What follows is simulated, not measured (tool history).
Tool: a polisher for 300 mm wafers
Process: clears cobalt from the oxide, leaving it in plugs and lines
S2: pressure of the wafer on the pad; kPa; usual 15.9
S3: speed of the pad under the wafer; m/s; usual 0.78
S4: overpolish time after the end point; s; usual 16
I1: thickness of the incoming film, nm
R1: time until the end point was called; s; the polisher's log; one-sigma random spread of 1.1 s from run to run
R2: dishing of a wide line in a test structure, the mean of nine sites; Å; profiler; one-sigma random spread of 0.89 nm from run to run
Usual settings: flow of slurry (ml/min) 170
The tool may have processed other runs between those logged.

{"run": 1, "hour": 0.0, "flow of slurry (ml/min)": 170, "S2": 15.9, "S3": 0.78, "S4": 16, "I1": 354.9, "R1": 82.4, "R2": 387}
{"hour": 15.7, "done": "slurry nozzle cleaned"}
{"run": 2, "hour": 53.2, "flow of slurry (ml/min)": 170, "S2": 15.9, "S3": 0.78, "S4": 16, "I1": 350.8, "R1": 78.2, "R2": 379}
{"run": 3, "hour": 119.2, "flow of slurry (ml/min)": 170, "S2": 15.9, "S3": 0.78, "S4": 16, "I1": 349.8, "R1": 76.1, "R2": 382}
{"run": 4, "hour": 144.2, "flow of slurry (ml/min)": 170, "S2": 15.9, "S3": 0.78, "S4": 16, "I1": 348.0, "R1": 78.6, "R2": 383}
{"run": 5, "hour": 184.9, "flow of slurry (ml/min)": 170, "S2": 15.9, "S3": 0.78, "S4": 16, "I1": 357.4, "R1": 81.0, "R2": 375}
{"run": 6, "hour": 246.4, "flow of slurry (ml/min)": 170, "S2": 15.9, "S3": 0.78, "S4": 16, "I1": 348.8, "R1": 80.3, "R2": 382}
{"run": 7, "hour": 278.8, "flow of slurry (ml/min)": 170, "S2": 15.9, "S3": 0.78, "S4": 16, "I1": 343.3, "R1": 80.3, "R2": 386}
{"run": 8, "hour": 318.4, "flow of slurry (ml/min)": 170, "S2": 15.9, "S3": 0.78, "S4": 16, "I1": 349.3, "R1": 79.6, "R2": 375}
{"hour": 362.5, "done": "worn pad replaced by a new one"}
{"run": 9, "hour": 372.0, "flow of slurry (ml/min)": 210, "S2": 15.9, "S3": 0.78, "S4": 16, "I1": 344.5, "R1": 78.8, "R2": 367}
{"run": 10, "hour": 545.8, "flow of slurry (ml/min)": 210, "S2": 15.9, "S3": 0.78, "S4": 16, "I1": 356.1, "R1": 83.7, "R2": 379}
{"run": 11, "hour": 594.4, "flow of slurry (ml/min)": 210, "S2": 15.9, "S3": 0.78, "S4": 16, "I1": 346.1, "R1": 81.8, "R2": 377}
{"run": 12, "hour": 631.9, "flow of slurry (ml/min)": 170, "S2": 15.9, "S3": 0.64, "S4": 10, "I1": 351.4, "R1": 105.9, "R2": 233}
{"run": 13, "hour": 700.3, "flow of slurry (ml/min)": 170, "S2": 15.9, "S3": 0.78, "S4": 8, "I1": 346.2, "R1": 87.1, "R2": 219}
{"hour": 729.4, "done": "worn pad replaced by a new one"}
{"run": 14, "hour": 737.8, "flow of slurry (ml/min)": 170, "S2": 15.9, "S3": 0.78, "S4": 8, "I1": 342.5, "R1": 86.4, "R2": 220}
{"run": 15, "hour": 779.6, "flow of slurry (ml/min)": 170, "S2": 15.9, "S3": 0.78, "S4": 8, "I1": 346.7, "R1": 87.4, "R2": 221}
{"run": 16, "hour": 851.0, "flow of slurry (ml/min)": 170, "S2": 15.9, "S3": 0.78, "S4": 16, "I1": 353.5, "R1": 91.9, "R2": 362}
{"run": 17, "hour": 880.6, "flow of slurry (ml/min)": 215, "S2": 15.9, "S3": 0.78, "S4": 16, "I1": 345.2, "R1": 87.4, "R2": 379}
{"run": 18, "hour": 930.3, "flow of slurry (ml/min)": 170, "S2": 15.9, "S3": 0.66, "S4": 16, "I1": 348.3, "R1": 106.4, "R2": 320}
{"hour": 942.0, "done": "head pressure recalibrated"}
{"hour": 973.5, "done": "slurry nozzle cleaned"}
{"run": 19, "hour": 990.3, "flow of slurry (ml/min)": 170, "S2": 15.9, "S3": 1.0, "S4": 16, "I1": 352.5, "R1": 58.7, "R2": 459}
{"run": 20, "hour": 1023.9, "flow of slurry (ml/min)": 170, "S2": 20.7, "S3": 0.78, "S4": 10, "I1": 354.2, "R1": 57.5, "R2": 350}
{"run": 21, "hour": 1052.6, "flow of slurry (ml/min)": 210, "S2": 11.7, "S3": 0.78, "S4": 16, "I1": 351.1, "R1": 99.9, "R2": 329}
{"hour": 1083.7, "done": "worn pad replaced by a new one"}
{"run": 22, "hour": 1107.6, "flow of slurry (ml/min)": 190, "S2": 17.2, "S3": 0.92, "S4": 11, "I1": 350.4, "R1": 59.1, "R2": 374}
{"run": 23, "hour": 1156.3, "flow of slurry (ml/min)": 170, "S2": 20.7, "S3": 0.78, "S4": 16, "I1": 348.1, "R1": 59.5, "R2": 439}
{"run": 24, "hour": 1183.0, "flow of slurry (ml/min)": 170, "S2": 19.3, "S3": 0.6, "S4": 22, "I1": 356.2, "R1": 85.7, "R2": 430}
{"run": 25, "hour": 1219.7, "flow of slurry (ml/min)": 205, "S2": 13.1, "S3": 1.04, "S4": 16, "I1": 351.5, "R1": 70.3, "R2": 409}
{"run": 26, "hour": 1404.2, "flow of slurry (ml/min)": 170, "S2": 11.7, "S3": 0.62, "S4": 16, "I1": 348.5, "R1": 138.1, "R2": 263}
{"run": 27, "hour": 1429.3, "flow of slurry (ml/min)": 210, "S2": 11.7, "S3": 0.78, "S4": 24, "I1": 350.6, "R1": 107.4, "R2": 404}
{"hour": 1478.5, "done": "worn pad replaced by a new one"}
{"run": 28, "hour": 1584.5, "flow of slurry (ml/min)": 170, "S2": 15.9, "S3": 0.78, "S4": 16, "I1": 349.7, "R1": 84.8, "R2": 373}
{"run": 29, "hour": 1636.3, "flow of slurry (ml/min)": 200, "S2": 15.9, "S3": 0.78, "S4": 16, "I1": 354.1, "R1": 86.1, "R2": 356}
{"run": 30, "hour": 1664.8, "flow of slurry (ml/min)": 125, "S2": 15.9, "S3": 0.94, "S4": 10, "I1": 349.4, "R1": 75.8, "R2": 291}
{"run": 31, "hour": 1734.2, "flow of slurry (ml/min)": 170, "S2": 15.9, "S3": 0.78, "S4": 16, "I1": 352.1, "R1": 86.4, "R2": 350}
{"run": 32, "hour": 1783.2, "flow of slurry (ml/min)": 170, "S2": 18.6, "S3": 0.78, "S4": 20, "I1": 342.8, "R1": 73.8, "R2": 441}
{"hour": 1808.7, "done": "slurry nozzle cleaned"}
{"run": 33, "hour": 1831.7, "flow of slurry (ml/min)": 170, "S2": 15.9, "S3": 0.78, "S4": 16, "I1": 345.0, "R1": 82.1, "R2": 386}
{"hour": 1859.5, "done": "worn pad replaced by a new one"}
{"run": 34, "hour": 1866.3, "flow of slurry (ml/min)": 205, "S2": 15.9, "S3": 0.78, "S4": 8, "I1": 351.8, "R1": 82.7, "R2": 228}

Hidden state or all else? Some run-to-run changes of R1, split into what the settings, what came in and random variation would give without the hidden state, and what is left for the hidden state (with any gauge scatter that isn't in both results):
The hidden state here: removal rate lost through wear of the pad, %; slurry flow missing at the pad, %; deviation of the head's pressure from its setpoint, %.
Run 17 -> 18: flow of slurry (ml/min) 215 -> 170, S3 0.78 -> 0.66. R1 +19.0 s: hidden state +5.2, all else +13.8.
Run 18 -> 19: S3 0.66 -> 1.00, head pressure recalibrated, slurry nozzle cleaned. R1 -47.7 s: hidden state -19.7, all else -28.0.
Run 20 -> 21: flow of slurry (ml/min) 170 -> 210, S2 20.7 -> 11.7, S4 10 -> 16. R1 +42.4 s: hidden state +0.6, all else +41.8.
Run 25 -> 26: flow of slurry (ml/min) 205 -> 170, S2 13.1 -> 11.7, S3 1.04 -> 0.62. R1 +67.8 s: hidden state +7.7, all else +60.1.
